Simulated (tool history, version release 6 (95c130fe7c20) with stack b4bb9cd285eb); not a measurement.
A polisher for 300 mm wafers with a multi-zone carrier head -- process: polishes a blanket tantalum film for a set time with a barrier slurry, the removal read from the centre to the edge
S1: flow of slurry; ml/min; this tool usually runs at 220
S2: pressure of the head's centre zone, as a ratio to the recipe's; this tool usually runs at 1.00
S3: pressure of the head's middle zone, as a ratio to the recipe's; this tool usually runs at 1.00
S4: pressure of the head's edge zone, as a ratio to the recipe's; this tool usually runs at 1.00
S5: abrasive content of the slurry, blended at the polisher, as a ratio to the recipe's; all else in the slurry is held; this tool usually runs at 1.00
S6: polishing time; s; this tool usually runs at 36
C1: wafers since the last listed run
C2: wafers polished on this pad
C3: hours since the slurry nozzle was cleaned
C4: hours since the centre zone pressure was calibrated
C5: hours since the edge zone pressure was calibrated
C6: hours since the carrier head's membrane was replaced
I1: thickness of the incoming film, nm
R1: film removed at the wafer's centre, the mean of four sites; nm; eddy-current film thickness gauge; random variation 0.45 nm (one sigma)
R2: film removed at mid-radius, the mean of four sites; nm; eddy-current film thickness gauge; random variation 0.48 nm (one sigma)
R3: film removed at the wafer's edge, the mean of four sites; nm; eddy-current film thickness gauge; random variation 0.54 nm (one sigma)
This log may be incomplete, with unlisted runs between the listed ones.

Run 1, day 0.000: usual settings but S6 45 s; C1 0; C2 1064; C3 200.0; C4 1147.9; C5 1094.8; C6 233.9; I1 268.0. Result: R1 48.2 nm, R2 49.4 nm, R3 50.0 nm.
Run 2, day 1.396: usual settings; C1 250; C2 1315; C3 233.5; C4 1181.4; C5 1128.3; C6 267.4; I1 273.0. Result: R1 38.2 nm, R2 39.2 nm, R3 39.6 nm.
Run 3, day 2.392: usual settings but S1 190 ml/min, S2 1.07, S4 1.09; C1 178; C2 1493; C3 257.4; C4 1205.3; C5 1152.2; C6 291.3; I1 271.6. Result: R1 38.8 nm, R2 38.7 nm, R3 41.1 nm.
At day 2.675: worn pad replaced by a new one.
At day 2.946: centre zone pressure recalibrated.
Run 4, day 3.458: usual settings but S2 1.12, S3 1.08; C1 146; C2 125; C3 283.0; C4 12.3; C5 1177.8; C6 316.9; I1 268.5. Result: R1 42.6 nm, R2 41.5 nm, R3 39.3 nm.
Run 5, day 4.475: usual settings but S1 165 ml/min, S2 1.11, S3 1.11, S4 1.04; C1 182; C2 308; C3 307.4; C4 36.7; C5 1202.2; C6 341.3; I1 276.2. Result: R1 40.6 nm, R2 41.3 nm, R3 39.5 nm.
Run 6, day 5.717: usual settings but S1 285 ml/min; C1 222; C2 531; C3 337.2; C4 66.5; C5 1232.0; C6 371.1; I1 270.6. Result: R1 39.6 nm, R2 39.9 nm, R3 40.9 nm.
At day 5.862: edge zone pressure recalibrated.
Run 7, day 6.221: usual settings but S1 290 ml/min, S3 1.05, S5 0.70, S6 31 s; C1 75; C2 606; C3 349.3; C4 78.6; C5 8.6; C6 383.2; I1 268.9. Result: R1 27.2 nm, R2 29.1 nm, R3 28.2 nm.
Run 8, day 6.858: usual settings but S1 285 ml/min, S5 1.15; C1 114; C2 720; C3 364.6; C4 93.9; C5 23.9; C6 398.5; I1 271.4. Result: R1 41.7 nm, R2 43.2 nm, R3 42.4 nm.
Run 9, day 8.733: usual settings but S1 155 ml/min, S2 1.11, S5 1.10; C1 336; C2 1057; C3 409.6; C4 138.9; C5 68.9; C6 443.5; I1 269.3. Result: R1 41.0 nm, R2 39.0 nm, R3 40.5 nm.
At day 11.542: worn pad replaced by a new one.
Run 10, day 11.988: usual settings but S3 1.06, S5 1.15, S6 31 s; C1 553; C2 80; C3 487.7; C4 217.0; C5 147.0; C6 521.6; I1 267.0. Result: R1 34.6 nm, R2 36.6 nm, R3 35.9 nm.
Run 11, day 12.721: usual settings; C1 131; C2 211; C3 505.3; C4 234.6; C5 164.6; C6 539.2; I1 271.2. Result: R1 37.3 nm, R2 39.4 nm, R3 40.4 nm.
Run 12, day 13.725: usual settings but S1 255 ml/min, S4 1.08, S6 47 s; C1 180; C2 391; C3 529.4; C4 258.7; C5 188.7; C6 563.3; I1 268.1. Result: R1 50.7 nm, R2 53.4 nm, R3 55.5 nm.
Run 13, day 14.346: usual settings but S1 285 ml/min, S2 0.97, S3 0.95; C1 111; C2 503; C3 544.3; C4 273.6; C5 203.6; C6 578.2; I1 273.0. Result: R1 38.6 nm, R2 38.4 nm, R3 40.5 nm.
Run 14, day 15.208: usual settings but S3 1.11, S4 1.07, S5 1.15; C1 154; C2 657; C3 565.0; C4 294.3; C5 224.3; C6 598.9; I1 274.8. Result: R1 40.8 nm, R2 45.5 nm, R3 43.2 nm.
Run 15, day 15.804: usual settings but S1 250 ml/min; C1 106; C2 764; C3 579.3; C4 308.6; C5 238.6; C6 613.2; I1 270.0. Result: R1 38.5 nm, R2 40.4 nm, R3 39.7 nm.
Run 16, day 17.071: usual settings; C1 227; C2 992; C3 609.7; C4 339.0; C5 269.0; C6 643.6; I1 268.4. Result: R1 38.0 nm, R2 39.6 nm, R3 39.7 nm.
Run 17, day 18.367: usual settings; C1 232; C2 1224; C3 640.8; C4 370.1; C5 300.1; C6 674.7; I1 268.4. Result: R1 37.8 nm, R2 39.8 nm, R3 40.0 nm.
Run 18, day 18.958: usual settings; C1 106; C2 1330; C3 655.0; C4 384.3; C5 314.3; C6 688.9; I1 270.6. Result: R1 38.3 nm, R2 39.7 nm, R3 39.9 nm.
At day 19.504: slurry nozzle cleaned.
Run 19, day 20.075: usual settings but S1 250 ml/min, S3 1.07, S6 46 s; C1 192; C2 1523; C3 13.7; C4 411.1; C5 341.1; C6 715.7; I1 272.5. Result: R1 49.7 nm, R2 52.6 nm, R3 51.6 nm.
At day 20.679: worn pad replaced by a new one.
Run 20, day 21.233: usual settings but S1 265 ml/min; C1 177; C2 99; C3 41.5; C4 438.9; C5 368.9; C6 743.5; I1 273.2. Result: R1 39.6 nm, R2 40.1 nm, R3 40.3 nm.
Run 21, day 22.433: usual settings but S6 42 s; C1 215; C2 314; C3 70.3; C4 467.7; C5 397.7; C6 772.3; I1 271.7. Result: R1 44.9 nm, R2 46.3 nm, R3 45.7 nm.
Run 22, day 23.288: usual settings but S2 0.88, S3 1.07; C1 153; C2 467; C3 90.8; C4 488.2; C5 418.2; C6 792.8; I1 271.2. Result: R1 34.8 nm, R2 41.7 nm, R3 39.8 nm.

4 ways to go on from here, each from the tool as it stands after run 22. What would each give?
Run A, day 23.304: usual settings but S4 0.89; C1 2; C2 470; C3 91.2; C4 488.6; C5 418.6; C6 793.2; I1 267.4. Result: R1 ?, R2 ?, R3 ?.
Run B, day 23.304: usual settings but S4 1.05, S5 0.80, S6 43 s; C1 2; C2 470; C3 91.2; C4 488.6; C5 418.6; C6 793.2; I1 267.4. Result: R1 ?, R2 ?, R3 ?.
Run C, day 23.304: usual settings but S1 190 ml/min, S3 1.08, S4 0.90, S6 41 s; C1 2; C2 470; C3 91.2; C4 488.6; C5 418.6; C6 793.2; I1 267.4. Result: R1 ?, R2 ?, R3 ?.
Run D, day 23.304: usual settings but S2 0.94, S4 1.08; C1 2; C2 470; C3 91.2; C4 488.6; C5 418.6; C6 793.2; I1 267.4. Result: R1 ?, R2 ?, R3 ?.

run    R1    R2    R3
  A  38.3  38.9  38.7
  B  40.7  41.4  43.7
  C  42.8  46.2  43.6
  D  36.4  38.9  41.6
Without the tool's unlogged condition, the same runs would have read:
run    R1    R2    R3
  A  38.3  38.9  38.7
  B  40.7  41.4  43.7
  C  42.8  46.2  43.6
  D  36.4  38.9  41.6
